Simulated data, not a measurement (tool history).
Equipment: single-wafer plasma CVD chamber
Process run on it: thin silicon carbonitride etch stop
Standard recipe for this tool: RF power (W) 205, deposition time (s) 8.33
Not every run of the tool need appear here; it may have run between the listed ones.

run	day	RF power (W)	deposition time (s)	wafers since the last listed run	hours since the last thermocouple change	hours since the last RF generator calibration	hours since the showerhead was replaced	hours since the gauge calibration	read-back reference wafer on the same gauge, thickness_nm	mean film thickness on the monitor wafer (angstrom)
1	0.000	215	7.28	0	1426.6	1548.5	3373.9	372.0	4.349	41.42
2	2.054	215	7.28	961	1475.9	1597.8	3423.2	421.3	4.352	41.64
3	3.275	205	8.33	571	1505.2	1627.1	3452.5	450.6	4.345	46.85
4	5.092	205	8.33	850	1548.8	1670.7	3496.1	494.2	4.350	46.69
5	7.250	180	9.29	1010	1600.6	1722.5	3547.9	546.0	4.349	50.32
6	9.954	180	9.29	1266	1665.5	1787.4	3612.8	610.9	4.346	50.45
7	11.596	215	8.33	768	1704.9	1826.8	3652.2	650.3	4.353	47.21
# day 14.054: gauge calibrated
8	14.112	205	8.33	1178	1765.3	1887.2	3712.6	1.4	4.351	46.56
9	15.725	205	9.18	755	1804.0	1925.9	3751.3	40.1	4.347	51.17
# day 16.700: RF generator calibrated
10	19.162	205	9.18	1453	1886.5	59.1	3833.8	122.6	4.350	52.73
11	20.679	195	8.33	710	1922.9	95.5	3870.2	159.0	4.346	47.16
12	21.767	225	9.59	509	1949.0	121.6	3896.3	185.1	4.350	56.33
# day 23.183: thermocouple changed; heater temperature recalibrated
13	24.367	225	9.73	1061	28.4	184.0	3958.7	247.5	4.349	57.09
14	26.508	220	6.97	1002	79.8	235.4	4010.1	298.9	4.345	40.45
15	28.562	235	9.65	961	129.1	284.7	4059.4	348.2	4.352	57.10
16	30.896	225	8.33	1092	185.1	340.7	4115.4	404.2	4.349	48.78
# day 31.358: showerhead replaced
17	33.621	245	8.80	1120	250.5	406.1	54.3	469.6	4.353	52.60
18	35.633	205	8.33	942	298.8	454.4	102.6	517.9	4.350	47.50
19	37.071	230	9.39	673	333.3	488.9	137.1	552.4	4.351	55.43
20	38.538	220	7.80	686	368.5	524.1	172.3	587.6	4.349	45.47
21	40.271	240	8.33	811	410.1	565.7	213.9	629.2	4.350	49.45
22	41.421	205	8.33	538	437.7	593.3	241.5	656.8	4.352	47.37

Branching from run 22: 3 alternative next runs. What would each branch give?
A	41.438	205	7.76	7	438.1	593.7	241.9	657.2	?	?
B	41.438	175	9.83	7	438.1	593.7	241.9	657.2	?	?
C	41.438	170	7.57	7	438.1	593.7	241.9	657.2	?	?

run	read-back reference wafer on the same gauge, thickness_nm	mean film thickness on the monitor wafer (angstrom)
A	4.350	44.26
B	4.350	53.78
C	4.350	41.10
Had the tool no hidden state, the same runs would have come out as:
run	mean film thickness on the monitor wafer (angstrom)
A	44.70
B	54.32
C	41.52
